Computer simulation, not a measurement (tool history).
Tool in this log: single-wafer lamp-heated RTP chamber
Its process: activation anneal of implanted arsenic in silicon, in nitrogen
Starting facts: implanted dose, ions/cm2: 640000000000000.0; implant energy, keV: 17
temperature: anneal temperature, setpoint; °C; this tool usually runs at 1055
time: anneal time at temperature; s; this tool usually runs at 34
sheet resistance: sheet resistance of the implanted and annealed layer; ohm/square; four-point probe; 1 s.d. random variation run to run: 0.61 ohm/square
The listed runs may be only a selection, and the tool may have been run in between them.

| run | hour | temperature | time | read-back reference wafer on the same gauge, sheet resistance | sheet resistance |
|---|---|---|---|---|---|
| 1 | 0 | 1043 | 39 | 150.94 | 173.53 |
| 2 | 14.9 | 1043 | 39 | 150.86 | 173.08 |
|  | 38.5 | pyrometer window cleaned and pyrometer calibrated |
| 3 | 39 | 1055 | 34 | 151.03 | 172.85 |
| 4 | 61.3 | 1055 | 21 | 151.13 | 179.44 |
| 5 | 78.6 | 1055 | 20 | 151.17 | 180.31 |
| 6 | 111.1 | 1055 | 20 | 151.03 | 179.18 |
| 7 | 144.6 | 1055 | 20 | 151.03 | 180.03 |
|  | 159.5 | reflector plate cleaned |
| 8 | 179.6 | 1055 | 34 | 151.02 | 173.14 |
| 9 | 212 | 1055 | 34 | 151.05 | 171.8 |
| 10 | 230.9 | 1055 | 34 | 150.89 | 172.81 |
| 11 | 256.2 | 1034 | 41 | 150.97 | 175.3 |
|  | 281.3 | pyrometer window cleaned and pyrometer calibrated |
| 12 | 285 | 1055 | 34 | 150.97 | 173.65 |
| 13 | 309.4 | 1026 | 42 | 150.81 | 178.22 |
| 14 | 341.1 | 1079 | 34 | 150.97 | 167.4 |
| 15 | 375 | 1055 | 34 | 150.96 | 172.95 |
|  | 382.8 | gauge calibrated |
| 16 | 410.4 | 1044 | 25 | 150.86 | 178.62 |
| 17 | 440.1 | 1077 | 16 | 151.06 | 176.14 |
| 18 | 462.4 | 1033 | 17 | 151.02 | 184.82 |
| 19 | 478.2 | 1081 | 34 | 150.9 | 165.84 |
| 20 | 490.8 | 1055 | 26 | 151.06 | 174.64 |
|  | 500.1 | pyrometer window cleaned and pyrometer calibrated |
| 21 | 515.8 | 1076 | 43 | 151 | 165.63 |

Each row is a separate what-if for the run after 21, all from the same tool condition, not one after another. Results?
| A | 516.2 | 1055 | 34 | ? | ? |
| B | 516.2 | 1031 | 25 | ? | ? |
| C | 516.2 | 1045 | 25 | ? | ? |
| D | 516.2 | 1079 | 24 | ? | ? |

| run | read-back reference wafer on the same gauge, sheet resistance | sheet resistance |
|---|---|---|
| A | 150.87 | 173.65 |
| B | 150.87 | 183.18 |
| C | 150.87 | 179.66 |
| D | 150.87 | 171.68 |
The same runs, with their run-to-run variation unchanged, on a tool lacking any hidden condition would have given:
| run | sheet resistance |
|---|---|
| A | 173.67 |
| B | 183.19 |
| C | 179.68 |
| D | 171.7 |
